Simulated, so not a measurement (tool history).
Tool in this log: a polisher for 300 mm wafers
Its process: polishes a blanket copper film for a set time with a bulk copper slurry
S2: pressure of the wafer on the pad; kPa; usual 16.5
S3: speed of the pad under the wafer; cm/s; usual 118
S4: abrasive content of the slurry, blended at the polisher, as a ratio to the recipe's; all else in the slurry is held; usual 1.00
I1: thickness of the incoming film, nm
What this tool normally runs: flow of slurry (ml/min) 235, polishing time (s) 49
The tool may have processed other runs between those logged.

Run 1, hour 0.0: usual settings but S3 94 cm/s; I1 4264.1. Result: film removed (angstrom) 3176.
Run 2, hour 18.0: usual settings but S3 94 cm/s; I1 4351.9. Result: film removed (angstrom) 3084.
At hour 29.4: worn pad replaced by a new one.
Run 3, hour 31.2: usual settings; I1 4226.9. Result: film removed (angstrom) 4032.
Run 4, hour 47.5: usual settings; I1 4259.1. Result: film removed (angstrom) 3916.
Run 5, hour 57.0: usual settings; I1 4287.9. Result: film removed (angstrom) 3862.
At hour 63.1: slurry nozzle cleaned.
Run 6, hour 66.6: usual settings; I1 4252.5. Result: film removed (angstrom) 3824.
Run 7, hour 73.4: usual settings; I1 4180.8. Result: film removed (angstrom) 3745.
At hour 77.3: head pressure recalibrated.
At hour 82.8: worn pad replaced by a new one.
Run 8, hour 84.9: usual settings; I1 4361.1. Result: film removed (angstrom) 3990.
Run 9, hour 100.9: usual settings; I1 4217.8. Result: film removed (angstrom) 3959.
Run 10, hour 114.9: usual settings but S4 0.90; I1 4234.7. Result: film removed (angstrom) 3773.
At hour 127.2: slurry blender recalibrated.
Run 11, hour 127.6: usual settings but S3 150 cm/s, polishing time (s) 45; I1 4176.2. Result: film removed (angstrom) 4279.
Run 12, hour 139.4: usual settings but flow of slurry (ml/min) 160, S2 18.6 kPa, S3 152 cm/s; I1 4289.7. Result: film removed (angstrom) 5066.
At hour 149.0: worn pad replaced by a new one.
Run 13, hour 149.5: usual settings but flow of slurry (ml/min) 205; I1 4251.8. Result: film removed (angstrom) 3997.
Run 14, hour 162.0: usual settings but S2 19.3 kPa, S3 106 cm/s, S4 0.85; I1 4289.2. Result: film removed (angstrom) 4091.

Forecast each of these 3 alternatives for the next run:
Run A, hour 162.4: usual settings; I1 4275.2. Result: film removed (angstrom) ?.
Run B, hour 162.4: usual settings but flow of slurry (ml/min) 195, S2 15.2 kPa; I1 4275.2. Result: film removed (angstrom) ?.
Run C, hour 162.4: usual settings but polishing time (s) 38; I1 4275.2. Result: film removed (angstrom) ?.

run  film removed (angstrom)
  A                     4049
  B                     3655
  C                     3140
With the hidden condition removed and each run's random variation left untouched, the same runs would have given:
run  film removed (angstrom)
  A                     4131
  B                     3729
  C                     3203
